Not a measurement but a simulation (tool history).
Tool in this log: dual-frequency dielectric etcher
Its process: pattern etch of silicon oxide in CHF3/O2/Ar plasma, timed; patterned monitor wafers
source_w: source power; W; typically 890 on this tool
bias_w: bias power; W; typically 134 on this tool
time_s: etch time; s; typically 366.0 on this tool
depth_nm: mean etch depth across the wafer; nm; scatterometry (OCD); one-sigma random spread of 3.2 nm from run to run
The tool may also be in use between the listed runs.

| run | day | source_w | bias_w | time_s | read-back reference wafer on the same gauge, depth_nm | depth_nm |
|---|---|---|---|---|---|---|
| 1 | 0.000 | 890 | 134 | 366.0 | 589.6 | 718.0 |
| 2 | 3.746 | 890 | 134 | 366.0 | 589.0 | 719.0 |
| 3 | 6.862 | 890 | 119 | 399.0 | 589.4 | 760.2 |
| 4 | 11.292 | 890 | 119 | 399.0 | 589.4 | 771.2 |
|  | 12.938 | source power generator calibrated |
| 5 | 15.712 | 890 | 119 | 399.0 | 589.6 | 781.7 |
| 6 | 18.858 | 980 | 134 | 366.0 | 589.7 | 758.3 |
|  | 21.204 | wet clean of the chamber |
| 7 | 21.992 | 980 | 134 | 366.0 | 589.7 | 717.5 |
|  | 27.679 | upper electrode replaced |
| 8 | 35.267 | 980 | 134 | 366.0 | 590.1 | 741.0 |
| 9 | 36.867 | 890 | 134 | 366.0 | 589.3 | 719.6 |
| 10 | 39.542 | 890 | 134 | 366.0 | 590.2 | 723.1 |
| 11 | 42.321 | 800 | 125 | 366.0 | 591.2 | 692.3 |
|  | 43.496 | gauge calibrated |
|  | 45.812 | bias power generator calibrated |
| 12 | 45.833 | 890 | 134 | 366.0 | 590.4 | 734.1 |
|  | 46.967 | wet clean of the chamber |
| 13 | 49.575 | 890 | 134 | 366.0 | 589.9 | 698.4 |
| 14 | 53.850 | 1070 | 105 | 405.5 | 590.2 | 764.2 |
| 15 | 55.467 | 890 | 134 | 366.0 | 589.6 | 713.2 |
| 16 | 57.017 | 990 | 134 | 256.5 | 589.8 | 515.8 |
| 17 | 58.604 | 890 | 116 | 366.0 | 589.4 | 682.2 |
| 18 | 62.733 | 890 | 147 | 429.0 | 589.6 | 871.7 |
| 19 | 64.396 | 810 | 152 | 279.5 | 589.6 | 563.5 |
| 20 | 68.217 | 710 | 164 | 473.5 | 588.8 | 951.8 |
| 21 | 70.788 | 890 | 134 | 366.0 | 589.8 | 734.4 |
| 22 | 72.758 | 820 | 147 | 366.0 | 590.1 | 742.8 |
| 23 | 75.600 | 980 | 112 | 299.5 | 589.4 | 584.6 |
|  | 76.950 | wet clean of the chamber |
| 24 | 77.308 | 890 | 134 | 366.0 | 589.7 | 707.0 |
| 25 | 80.300 | 1000 | 107 | 266.5 | 589.5 | 500.2 |
| 26 | 83.875 | 970 | 143 | 366.0 | 589.7 | 747.7 |
| 27 | 86.229 | 890 | 134 | 366.0 | 590.9 | 720.8 |
| 28 | 90.162 | 780 | 143 | 434.5 | 589.2 | 845.7 |
| 29 | 94.054 | 1050 | 134 | 366.0 | 589.7 | 762.7 |
| 30 | 97.925 | 890 | 134 | 366.0 | 589.8 | 735.5 |

Each row is a separate what-if for the run after 30, all from the same tool condition, not one after another. Results?
| A | 97.946 | 890 | 147 | 366.0 | ? | ? |
| B | 97.946 | 990 | 116 | 271.5 | ? | ? |
| C | 97.946 | 1000 | 121 | 269.0 | ? | ? |
| D | 97.946 | 780 | 123 | 289.0 | ? | ? |

| run | read-back reference wafer on the same gauge, depth_nm | depth_nm |
|---|---|---|
| A | 590.4 | 752.1 |
| B | 590.4 | 532.2 |
| C | 590.4 | 536.0 |
| D | 590.4 | 540.4 |
Stripped of hidden state, with their random variation kept, the same runs would have yielded:
| run | depth_nm |
|---|---|
| A | 716.8 |
| B | 507.2 |
| C | 510.8 |
| D | 515.0 |

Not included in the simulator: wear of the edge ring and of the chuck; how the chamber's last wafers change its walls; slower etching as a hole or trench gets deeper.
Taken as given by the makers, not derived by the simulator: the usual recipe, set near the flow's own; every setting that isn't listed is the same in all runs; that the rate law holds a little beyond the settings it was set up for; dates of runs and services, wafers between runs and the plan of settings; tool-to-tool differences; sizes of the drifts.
